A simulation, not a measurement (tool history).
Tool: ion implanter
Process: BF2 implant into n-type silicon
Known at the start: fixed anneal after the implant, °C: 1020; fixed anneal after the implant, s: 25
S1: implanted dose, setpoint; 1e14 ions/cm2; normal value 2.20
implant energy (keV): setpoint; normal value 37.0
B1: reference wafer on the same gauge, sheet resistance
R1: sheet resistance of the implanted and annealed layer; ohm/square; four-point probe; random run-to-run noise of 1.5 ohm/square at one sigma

run 1 hour=0.0 | S1=2.20 implant_energy_(keV)=37.0 | B1=465.10 | R1=470.91
run 2 hour=17.7 | S1=2.20 implant_energy_(keV)=33.0 | B1=465.04 | R1=474.05
run 3 hour=35.0 | S1=2.51 implant_energy_(keV)=37.0 | B1=464.78 | R1=420.36
run 4 hour=45.5 | S1=2.20 implant_energy_(keV)=44.5 | B1=465.15 | R1=460.12
run 5 hour=60.9 | S1=2.20 implant_energy_(keV)=44.5 | B1=465.04 | R1=458.43
run 6 hour=77.2 | S1=2.42 implant_energy_(keV)=37.0 | B1=464.80 | R1=431.92
run 7 hour=92.2 | S1=2.20 implant_energy_(keV)=37.0 | B1=465.33 | R1=469.71
run 8 hour=100.1 | S1=2.20 implant_energy_(keV)=37.0 | B1=464.96 | R1=465.85
run 9 hour=116.8 | S1=2.20 implant_energy_(keV)=27.5 | B1=464.97 | R1=481.62
run 10 hour=124.6 | S1=2.20 implant_energy_(keV)=27.5 | B1=464.76 | R1=485.19
run 11 hour=141.8 | S1=2.20 implant_energy_(keV)=37.0 | B1=465.09 | R1=472.40
run 12 hour=158.0 | S1=2.20 implant_energy_(keV)=37.0 | B1=465.21 | R1=465.15
run 13 hour=167.5 | S1=2.20 implant_energy_(keV)=37.0 | B1=465.20 | R1=469.55
run 14 hour=174.3 | S1=2.20 implant_energy_(keV)=42.5 | B1=465.01 | R1=460.05
run 15 hour=183.7 | S1=2.20 implant_energy_(keV)=42.0 | B1=465.25 | R1=464.57
run 16 hour=201.5 | S1=1.62 implant_energy_(keV)=29.0 | B1=465.31 | R1=620.97
run 17 hour=213.5 | S1=2.20 implant_energy_(keV)=37.0 | B1=464.85 | R1=469.75
run 18 hour=221.5 | S1=2.20 implant_energy_(keV)=37.0 | B1=465.11 | R1=467.79
run 19 hour=230.2 | S1=2.20 implant_energy_(keV)=37.0 | B1=464.87 | R1=467.71
run 20 hour=238.5 | S1=2.84 implant_energy_(keV)=44.0 | B1=464.99 | R1=372.63
run 21 hour=249.9 | S1=1.67 implant_energy_(keV)=41.5 | B1=465.05 | R1=578.48
run 22 hour=287.6 | S1=2.20 implant_energy_(keV)=45.0 | B1=464.83 | R1=459.51
run 23 hour=298.0 | S1=2.00 implant_energy_(keV)=41.5 | B1=464.88 | R1=499.93
run 24 hour=314.2 | S1=2.20 implant_energy_(keV)=41.0 | B1=465.13 | R1=461.33
run 25 hour=321.5 | S1=1.56 implant_energy_(keV)=37.0 | B1=465.14 | R1=617.88
run 26 hour=329.8 | S1=1.83 implant_energy_(keV)=25.0 | B1=464.77 | R1=569.01
run 27 hour=346.6 | S1=2.20 implant_energy_(keV)=27.5 | B1=465.00 | R1=483.90
run 28 hour=354.0 | S1=2.39 implant_energy_(keV)=25.5 | B1=465.09 | R1=452.96
run 29 hour=360.5 | S1=2.20 implant_energy_(keV)=49.0 | B1=464.89 | R1=454.49

Put back what was entered between runs (4 entries, withheld): which listed runs does each sit between, and how does the hidden state differ from the listed run before to the listed run after?
Run 2 -> run 3: gauge calibrated (hour 32.7)
  no difference in the tool's unlogged condition between these two runs
Run 8 -> run 9: Faraday cup replaced and dose calibrated (hour 115.6); extraction supply calibrated (hour 116.3)
  no difference in the tool's unlogged condition between these two runs
Run 19 -> run 20: gauge calibrated (hour 235.2)
  no difference in the tool's unlogged condition between these two runs
